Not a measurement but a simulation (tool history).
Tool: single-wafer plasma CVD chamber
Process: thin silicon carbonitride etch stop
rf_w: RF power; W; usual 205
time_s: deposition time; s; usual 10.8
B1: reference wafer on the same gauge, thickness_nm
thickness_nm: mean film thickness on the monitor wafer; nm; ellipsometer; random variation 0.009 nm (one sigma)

run 1 hour=0.0 | rf_w=205 time_s=10.8 | B1=5.132 | thickness_nm=5.966
run 2 hour=9.5 | rf_w=205 time_s=10.8 | B1=5.128 | thickness_nm=5.974
run 3 hour=22.9 | rf_w=190 time_s=10.1 | B1=5.130 | thickness_nm=5.489
run 4 hour=29.4 | rf_w=195 time_s=10.8 | B1=5.127 | thickness_nm=5.911
run 5 hour=43.8 | rf_w=205 time_s=11.9 | B1=5.130 | thickness_nm=6.575
-- hour=53.8 showerhead replaced
-- hour=55.6 thermocouple changed; heater temperature recalibrated
run 6 hour=60.6 | rf_w=205 time_s=10.8 | B1=5.129 | thickness_nm=5.953
-- hour=74.8 RF generator calibrated
run 7 hour=75.3 | rf_w=205 time_s=10.8 | B1=5.126 | thickness_nm=5.972
run 8 hour=81.7 | rf_w=215 time_s=9.4 | B1=5.129 | thickness_nm=5.245
-- hour=88.4 gauge calibrated
run 9 hour=93.0 | rf_w=205 time_s=10.8 | B1=5.126 | thickness_nm=5.968
run 10 hour=101.6 | rf_w=205 time_s=10.8 | B1=5.128 | thickness_nm=5.973
run 11 hour=108.5 | rf_w=240 time_s=12.9 | B1=5.134 | thickness_nm=7.369
run 12 hour=125.2 | rf_w=245 time_s=12.8 | B1=5.130 | thickness_nm=7.346
run 13 hour=142.9 | rf_w=215 time_s=10.1 | B1=5.130 | thickness_nm=5.635
run 14 hour=154.9 | rf_w=185 time_s=12.8 | B1=5.131 | thickness_nm=6.933
run 15 hour=172.2 | rf_w=185 time_s=12.7 | B1=5.131 | thickness_nm=6.875

3 ways to go on from here, each from the tool as it stands after run 15. What would each give?
run A hour=172.6 | rf_w=205 time_s=11.7 | B1=? | thickness_nm=?
run B hour=172.6 | rf_w=205 time_s=12.7 | B1=? | thickness_nm=?
run C hour=172.6 | rf_w=195 time_s=12.7 | B1=? | thickness_nm=?

run=A B1=5.131 thickness_nm=6.453
run=B B1=5.131 thickness_nm=7.005
run=C B1=5.131 thickness_nm=6.934
Without the tool's hidden state the same runs would have given:
run=A thickness_nm=6.453
run=B thickness_nm=7.005
run=C thickness_nm=6.934

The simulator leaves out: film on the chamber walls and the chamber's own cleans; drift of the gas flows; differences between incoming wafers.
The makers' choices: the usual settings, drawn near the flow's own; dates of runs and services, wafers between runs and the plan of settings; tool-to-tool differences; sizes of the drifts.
